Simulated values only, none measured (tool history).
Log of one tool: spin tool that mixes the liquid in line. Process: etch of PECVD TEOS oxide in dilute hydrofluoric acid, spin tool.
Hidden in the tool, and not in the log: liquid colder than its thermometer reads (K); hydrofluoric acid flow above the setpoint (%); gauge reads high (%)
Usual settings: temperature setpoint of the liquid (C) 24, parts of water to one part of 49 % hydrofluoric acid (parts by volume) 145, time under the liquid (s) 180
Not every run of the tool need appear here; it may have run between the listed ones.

run	hour	temperature setpoint of the liquid (C)	parts of water to one part of 49 % hydrofluoric acid (parts by volume)	time under the liquid (s)	wafers since the last listed run	hours since the thermometer was replaced	hours since the hydrofluoric acid flow meter was replaced	hours since the gauge calibration	read-back film thickness of the PECVD TEOS oxide reference wafer, read on the same gauge (nm)	thickness taken off the PECVD TEOS oxide on a monitor wafer (Å)
1	0	24	145	180	0	69.3	96.2	475.6	90.03	240.8
2	176	24	145	180	1570	245.3	272.2	651.6	90	239.7
3	206.9	24	145	180	275	276.2	303.1	682.5	89.97	239.8
4	278.1	24	145	180	635	347.4	374.3	753.7	89.96	244.6
5	335.7	24	145	180	513	405	431.9	811.3	90.04	247.1
6	398	24	145	180	555	467.3	494.2	873.6	90.02	246.2
7	465.2	24	145	180	599	534.5	561.4	940.8	89.99	250.5
8	498.3	24	145	130	295	567.6	594.5	973.9	90.01	180.3
9	540.1	24	175	180	372	609.4	636.3	1015.7	89.97	200.2
10	566.9	24	145	180	239	636.2	663.1	1042.5	89.99	252.3
11	613.6	24	145	180	416	682.9	709.8	1089.2	89.99	250.2
12	677.9	24	145	180	573	747.2	774.1	1153.5	90.01	248.8
13	714.8	24	145	180	329	784.1	811	1190.4	90	253.4
14	777.7	24	125	180	561	847	873.9	1253.3	90	300.5
# hour 796.7: gauge calibrated
15	843.7	20.5	165	135	588	913	939.9	47	90	144.5
16	943.7	24	105	180	892	1013	1039.9	147	89.98	366.8
17	991.2	24	145	180	423	1060.5	1087.4	194.5	89.99	255.2
18	1027	24	95	180	319	1096.3	1123.2	230.3	90	415.3
# hour 1033.4: hydrofluoric acid flow meter replaced
19	1056.2	25.5	195	85	251	1125.5	22.8	259.5	89.99	82.7
20	1080.4	24	145	180	215	1149.7	47	283.7	90	237.3
21	1110.5	22	185	110	268	1179.8	77.1	313.8	90.01	100.3
# hour 1150: thermometer replaced
22	1247.6	22.5	85	275	1214	97.6	214.2	450.9	90.01	642.8
23	1309.8	24	145	180	554	159.8	276.4	513.1	90.01	241.4
24	1354.8	24	145	180	401	204.8	321.4	558.1	90	244.3
25	1400	19.5	145	255	403	250	366.6	603.3	90.04	286.7
26	1447.1	28	145	290	420	297.1	413.7	650.4	90	460.4

4 options for the next run, each taken on its own from the tool as it stands now. Forecast them:
A	1447.6	24	145	180	4	297.6	414.2	650.9	?	?
B	1447.6	19.5	185	230	4	297.6	414.2	650.9	?	?
C	1447.6	19.5	95	275	4	297.6	414.2	650.9	?	?
D	1447.6	24	190	180	4	297.6	414.2	650.9	?	?

run	read-back film thickness of the PECVD TEOS oxide reference wafer, read on the same gauge (nm)	thickness taken off the PECVD TEOS oxide on a monitor wafer (Å)
A	89.98	238.1
B	89.98	192
C	89.98	490.2
D	89.98	173
What these runs would have given with no unlogged condition in the tool:
run	thickness taken off the PECVD TEOS oxide on a monitor wafer (Å)
A	231.3
B	186.5
C	477
D	167.9
